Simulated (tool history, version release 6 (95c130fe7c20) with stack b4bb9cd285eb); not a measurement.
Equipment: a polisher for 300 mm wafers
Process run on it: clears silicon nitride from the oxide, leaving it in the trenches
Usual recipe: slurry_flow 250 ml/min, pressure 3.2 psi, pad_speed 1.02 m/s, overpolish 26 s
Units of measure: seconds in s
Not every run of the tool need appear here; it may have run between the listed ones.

| run | hour | slurry_flow | pressure | pad_speed | overpolish | wafers since the last listed run | wafers polished on this pad | hours since the slurry nozzle was cleaned | hours since the head pressure was calibrated | incoming thickness of the incoming film, nm | seconds |
|---|---|---|---|---|---|---|---|---|---|---|---|
| 1 | 0 | 250 | 3.2 | 1.02 | 26 | 0 | 478 | 184.7 | 586.5 | 150 | 107.7 |
| 2 | 13.3 | 250 | 3.2 | 1.02 | 26 | 56 | 535 | 198 | 599.8 | 147.2 | 105 |
| 3 | 24.5 | 250 | 3.2 | 1.3 | 26 | 47 | 583 | 209.2 | 611 | 150.4 | 86.8 |
| 4 | 36.1 | 250 | 3.2 | 1.3 | 26 | 49 | 632 | 220.8 | 622.6 | 149.4 | 85.9 |
| 5 | 46.2 | 250 | 3.2 | 1.02 | 26 | 43 | 675 | 230.9 | 632.7 | 152.7 | 112.4 |
| 6 | 60.6 | 250 | 3.2 | 1.02 | 26 | 61 | 737 | 245.3 | 647.1 | 150.1 | 113 |
| 7 | 72.7 | 250 | 3.2 | 1.02 | 26 | 51 | 788 | 257.4 | 659.2 | 150 | 109.8 |
| 8 | 89.8 | 250 | 3.2 | 1.02 | 26 | 73 | 862 | 274.5 | 676.3 | 147.6 | 107.3 |
| 9 | 100 | 250 | 3.2 | 1.02 | 26 | 43 | 905 | 284.7 | 686.5 | 148.8 | 106.9 |
|  | 112.6 | slurry nozzle cleaned |
|  | 116.4 | worn pad replaced by a new one |
| 10 | 116.9 | 250 | 4.1 | 1.02 | 26 | 51 | 2 | 4.3 | 703.4 | 149 | 89.9 |
| 11 | 131.6 | 225 | 4.2 | 1.2 | 14 | 62 | 64 | 19 | 718.1 | 150.1 | 76.6 |
|  | 137.6 | head pressure recalibrated |
| 12 | 182.7 | 295 | 2.2 | 1.02 | 26 | 209 | 274 | 70.1 | 45.1 | 150.3 | 144.9 |
| 13 | 188.8 | 250 | 3.2 | 1.02 | 26 | 26 | 300 | 76.2 | 51.2 | 148.4 | 110.2 |
| 14 | 200.8 | 250 | 3.2 | 1.02 | 26 | 51 | 351 | 88.2 | 63.2 | 147.4 | 107.8 |
| 15 | 213.3 | 250 | 3.2 | 1.02 | 26 | 53 | 405 | 100.7 | 75.7 | 152.9 | 113 |
| 16 | 229.5 | 215 | 3.2 | 1.02 | 33 | 69 | 474 | 116.9 | 91.9 | 150 | 108.7 |
| 17 | 239.6 | 285 | 4 | 1.02 | 11 | 43 | 517 | 127 | 102 | 150.8 | 91.6 |
| 18 | 254.4 | 250 | 2.4 | 0.88 | 26 | 63 | 580 | 141.8 | 116.8 | 149.6 | 148 |

3 ways to go on from here, each from the tool as it stands after run 18. What would each give?
| A | 254.9 | 250 | 3.2 | 0.76 | 26 | 2 | 582 | 142.3 | 117.3 | 151.7 | ? |
| B | 254.9 | 300 | 3.2 | 1.18 | 26 | 2 | 582 | 142.3 | 117.3 | 151.7 | ? |
| C | 254.9 | 295 | 3.6 | 0.78 | 19 | 2 | 582 | 142.3 | 117.3 | 151.7 | ? |

| run | seconds |
|---|---|
| A | 147.6 |
| B | 96.1 |
| C | 130.4 |
With the hidden condition removed and each run's random variation left untouched, the same runs would have given:
| run | seconds |
|---|---|
| A | 147.6 |
| B | 96.1 |
| C | 130.4 |
